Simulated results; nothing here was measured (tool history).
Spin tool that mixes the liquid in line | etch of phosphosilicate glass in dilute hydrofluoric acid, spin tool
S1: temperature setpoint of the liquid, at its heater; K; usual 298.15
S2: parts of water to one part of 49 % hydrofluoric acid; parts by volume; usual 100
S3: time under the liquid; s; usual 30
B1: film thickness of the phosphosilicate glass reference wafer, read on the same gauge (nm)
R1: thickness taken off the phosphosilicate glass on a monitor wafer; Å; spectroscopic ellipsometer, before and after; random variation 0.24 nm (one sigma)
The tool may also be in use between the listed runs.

run,hour,S1,S2,S3,B1,R1
1,0.0,298.15,100,20,90.03,281.1
2,94.5,298.15,100,30,90.00,423.5
3,153.4,301.65,100,30,89.99,478.2
4,190.0,299.65,100,30,90.00,440.4
5,296.5,299.65,100,30,90.03,441.8
6,350.2,298.15,100,25,89.99,345.7
# hour 588.2: hydrofluoric acid flow meter replaced
7,626.6,298.15,100,25,90.01,349.7
8,667.1,298.15,70,30,89.98,616.0
9,750.3,298.15,100,30,89.97,415.9
# hour 803.5: gauge calibrated
10,827.5,298.15,100,30,89.98,414.3
11,896.4,295.65,100,30,89.99,375.2
12,950.1,295.65,70,35,89.98,643.1
13,998.9,294.15,60,25,90.02,508.5
14,1044.8,296.65,100,30,89.96,386.5
15,1141.7,299.65,130,40,89.99,429.8
16,1220.0,293.65,50,45,90.02,1084.3
# hour 1264.0: hydrofluoric acid flow meter replaced
17,1282.4,298.15,100,15,90.00,206.1
18,1374.7,302.65,85,20,90.00,386.5
19,1476.3,301.15,100,30,89.99,456.6
20,1522.2,298.15,60,30,90.02,713.3
21,1607.8,295.15,55,15,89.99,347.3
22,1649.0,298.15,100,30,90.01,407.9
# hour 1658.6: thermometer replaced
23,1707.2,298.15,65,45,89.99,1016.5
24,1809.2,300.15,130,30,90.01,336.5
25,1916.7,293.15,100,30,90.03,340.4
# hour 1967.5: hydrofluoric acid flow meter replaced
26,1976.7,298.15,100,30,89.98,419.5
27,2032.3,298.15,100,50,89.96,699.4
28,2131.5,298.15,100,30,89.98,417.2
29,2208.5,300.15,100,30,90.00,453.5
30,2279.6,303.15,55,45,90.01,1462.9
31,2353.3,298.15,100,30,90.00,416.2

The same runs without the tool's hidden state, with the same run-to-run variation:
The hidden state here: liquid colder than its thermometer reads (K); hydrofluoric acid flow below the setpoint (%); gauge reads high (%).
run,R1
1,283.5
2,427.8
3,483.5
4,445.7
5,448.1
6,351.0
7,357.2
8,630.1
9,426.0
10,425.0
11,385.6
12,662.1
13,524.6
14,398.4
15,443.3
16,1124.6
17,213.5
18,400.6
19,474.3
20,743.5
21,363.1
22,425.8
23,1019.8
24,338.3
25,343.0
26,423.2
27,706.3
28,422.3
29,459.7
30,1485.4
31,423.3
